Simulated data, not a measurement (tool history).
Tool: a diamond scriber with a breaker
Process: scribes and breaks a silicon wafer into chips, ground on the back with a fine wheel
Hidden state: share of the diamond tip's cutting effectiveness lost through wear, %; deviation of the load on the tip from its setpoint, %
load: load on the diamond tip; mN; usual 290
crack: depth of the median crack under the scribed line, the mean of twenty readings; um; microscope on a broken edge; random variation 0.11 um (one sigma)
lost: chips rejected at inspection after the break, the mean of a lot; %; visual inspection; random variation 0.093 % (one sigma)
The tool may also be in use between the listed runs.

| run | hour | load | wafers since the last listed run | hours since the diamond tip was replaced | hours since the load on the tip was calibrated | incoming depth of the damage left on the back of the incoming wafer, um | crack | lost |
|---|---|---|---|---|---|---|---|---|
| 1 | 0.0 | 290 | 0 | 29.3 | 659.4 | 1.72 | 9.46 | 1.56 |
| 2 | 20.0 | 328 | 24 | 49.3 | 679.4 | 2.38 | 10.66 | 5.81 |
| 3 | 38.5 | 290 | 22 | 67.8 | 697.9 | 2.87 | 9.39 | 2.65 |
| 4 | 68.3 | 290 | 36 | 97.6 | 727.7 | 2.16 | 9.10 | 1.83 |
| 5 | 99.6 | 290 | 38 | 128.9 | 759.0 | 2.76 | 8.97 | 2.82 |
| 6 | 126.9 | 290 | 33 | 156.2 | 786.3 | 2.88 | 9.03 | 3.12 |
| 7 | 139.5 | 290 | 15 | 168.8 | 798.9 | 2.77 | 9.16 | 2.93 |
| 8 | 164.3 | 290 | 30 | 193.6 | 823.7 | 2.05 | 9.03 | 1.80 |
| 9 | 190.2 | 290 | 31 | 219.5 | 849.6 | 1.70 | 9.14 | 1.33 |
| 10 | 222.5 | 259 | 39 | 251.8 | 881.9 | 2.41 | 7.87 | 7.78 |
|  | 231.8 | diamond tip replaced by a new one |
| 11 | 249.8 | 290 | 30 | 18.0 | 909.2 | 1.84 | 9.96 | 2.73 |
|  | 267.1 | load on the tip recalibrated |
| 12 | 267.6 | 239 | 19 | 35.8 | 0.5 | 2.50 | 7.00 | 19.04 |
| 13 | 292.5 | 248 | 30 | 60.7 | 25.4 | 1.52 | 7.06 | 13.04 |
| 14 | 323.6 | 214 | 37 | 91.8 | 56.5 | 2.93 | 5.56 | 40.42 |
| 15 | 345.8 | 312 | 27 | 114.0 | 78.7 | 2.31 | 8.99 | 2.11 |
| 16 | 360.5 | 210 | 17 | 128.7 | 93.4 | 1.84 | 5.41 | 41.63 |
| 17 | 391.9 | 290 | 38 | 160.1 | 124.8 | 2.20 | 8.37 | 4.72 |
| 18 | 419.0 | 263 | 32 | 187.2 | 151.9 | 1.76 | 7.50 | 11.33 |

The same runs without the tool's hidden state, with the same run-to-run variation:
| run | crack | lost |
|---|---|---|
| 1 | 9.11 | 1.31 |
| 2 | 10.47 | 4.90 |
| 3 | 9.35 | 2.67 |
| 4 | 9.22 | 1.77 |
| 5 | 9.18 | 2.59 |
| 6 | 9.29 | 2.79 |
| 7 | 9.44 | 2.59 |
| 8 | 9.32 | 1.54 |
| 9 | 9.44 | 1.12 |
| 10 | 8.12 | 5.91 |
| 11 | 9.12 | 1.37 |
| 12 | 7.37 | 13.91 |
| 13 | 7.61 | 7.44 |
| 14 | 6.10 | 29.70 |
| 15 | 9.95 | 2.99 |
| 16 | 6.01 | 29.63 |
| 17 | 9.36 | 1.87 |
| 18 | 8.40 | 4.03 |
